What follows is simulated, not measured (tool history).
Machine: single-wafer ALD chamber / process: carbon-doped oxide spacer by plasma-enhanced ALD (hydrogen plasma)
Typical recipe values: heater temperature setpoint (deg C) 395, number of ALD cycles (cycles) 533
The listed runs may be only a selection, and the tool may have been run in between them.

| run | day | heater temperature setpoint (deg C) | number of ALD cycles (cycles) | read-back reference wafer on the same gauge, thickness_nm | mean film thickness on the monitor wafer (nm) |
|---|---|---|---|---|---|
| 1 | 0.000 | 395 | 533 | 31.107 | 26.243 |
| 2 | 1.317 | 395 | 533 | 31.117 | 26.297 |
| 3 | 1.938 | 395 | 533 | 31.117 | 26.160 |
| 4 | 2.796 | 395 | 533 | 31.111 | 26.328 |
| 5 | 3.967 | 395 | 533 | 31.098 | 26.201 |
| 6 | 5.338 | 395 | 533 | 31.096 | 26.255 |
| 7 | 6.658 | 395 | 533 | 31.116 | 26.241 |
| 8 | 7.458 | 395 | 533 | 31.089 | 26.165 |
| 9 | 8.646 | 395 | 533 | 31.077 | 26.226 |
| 10 | 9.450 | 395 | 533 | 31.116 | 26.317 |
| 11 | 10.133 | 395 | 533 | 31.086 | 26.254 |
| 12 | 11.529 | 404 | 533 | 31.071 | 25.867 |
| 13 | 12.608 | 395 | 533 | 31.123 | 26.332 |
| 14 | 13.675 | 395 | 533 | 31.117 | 26.255 |
|  | 14.938 | thermocouple changed; heater temperature recalibrated |
| 15 | 15.154 | 391 | 569 | 31.101 | 28.090 |
| 16 | 16.004 | 405 | 627 | 31.092 | 30.294 |
| 17 | 16.775 | 395 | 570 | 31.124 | 28.133 |
| 18 | 17.504 | 395 | 533 | 31.105 | 26.267 |
| 19 | 18.050 | 395 | 533 | 31.113 | 26.242 |
| 20 | 18.871 | 410 | 466 | 31.099 | 22.185 |
|  | 19.017 | gauge calibrated |
| 21 | 20.350 | 389 | 449 | 31.069 | 22.079 |
| 22 | 21.633 | 385 | 625 | 31.082 | 30.724 |
| 23 | 23.062 | 395 | 533 | 31.090 | 26.158 |
| 24 | 24.104 | 404 | 567 | 31.074 | 27.662 |
| 25 | 25.008 | 390 | 572 | 31.064 | 28.182 |
| 26 | 26.133 | 390 | 454 | 31.098 | 22.405 |
| 27 | 26.992 | 381 | 467 | 31.087 | 23.119 |
| 28 | 28.125 | 391 | 638 | 31.093 | 31.466 |
| 29 | 29.121 | 390 | 497 | 31.113 | 24.455 |

Alternative continuations, all from the tool just after run 29; predict every row:
| A | 29.171 | 384 | 533 | ? | ? |
| B | 29.171 | 395 | 575 | ? | ? |
| C | 29.171 | 395 | 588 | ? | ? |
| D | 29.171 | 395 | 465 | ? | ? |

| run | read-back reference wafer on the same gauge, thickness_nm | mean film thickness on the monitor wafer (nm) |
|---|---|---|
| A | 31.146 | 26.297 |
| B | 31.146 | 28.370 |
| C | 31.146 | 29.011 |
| D | 31.146 | 22.942 |
What these runs would have given with no unlogged condition in the tool:
| run | mean film thickness on the monitor wafer (nm) |
|---|---|
| A | 26.297 |
| B | 28.370 |
| C | 29.011 |
| D | 22.942 |

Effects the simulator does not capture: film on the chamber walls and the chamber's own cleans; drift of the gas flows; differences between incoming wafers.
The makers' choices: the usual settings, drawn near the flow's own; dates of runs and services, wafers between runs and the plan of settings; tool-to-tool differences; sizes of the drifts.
